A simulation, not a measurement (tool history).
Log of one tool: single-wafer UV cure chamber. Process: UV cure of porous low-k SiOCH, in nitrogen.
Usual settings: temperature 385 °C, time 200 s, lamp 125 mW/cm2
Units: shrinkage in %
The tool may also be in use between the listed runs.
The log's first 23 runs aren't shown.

run,hour,temperature,time,lamp,shrinkage
24,782.0,379,265,125,13.877
25,815.1,385,200,153,13.601
26,832.5,385,200,125,12.630
27,865.7,385,125,125,10.439
28,886.3,385,255,144,14.494
29,921.7,385,135,160,11.748
30,940.4,376,200,155,13.620
31,959.1,375,85,161,9.700
32,992.5,385,200,125,12.510
33,1011.8,380,115,125,9.750
34,1045.5,380,200,125,12.242
35,1074.2,385,200,125,12.201
36,1095.9,385,120,156,10.879
37,1126.3,378,170,102,10.329
38,1150.6,396,200,90,10.917
39,1182.5,385,200,101,11.264
40,1214.7,385,200,125,12.061
41,1284.7,404,145,125,10.948
42,1315.4,385,200,125,11.837
43,1338.0,394,200,108,11.344
44,1367.5,385,200,125,11.856
45,1387.5,391,160,125,11.064
# hour 1400.6: quartz window cleaned
46,1403.6,385,200,125,12.442
47,1428.4,399,160,125,11.419
48,1462.7,385,200,125,12.433

Forecast each of these 5 alternatives for the next run:
A,1463.2,385,200,125,?
B,1463.2,401,150,152,?
C,1463.2,393,265,110,?
D,1463.2,373,105,125,?
E,1463.2,401,105,164,?

run,shrinkage
A,12.463
B,12.324
C,13.351
D,9.307
E,11.018
Without the tool's hidden state the same runs would have given:
run,shrinkage
A,12.853
B,12.712
C,13.748
D,9.665
E,11.393
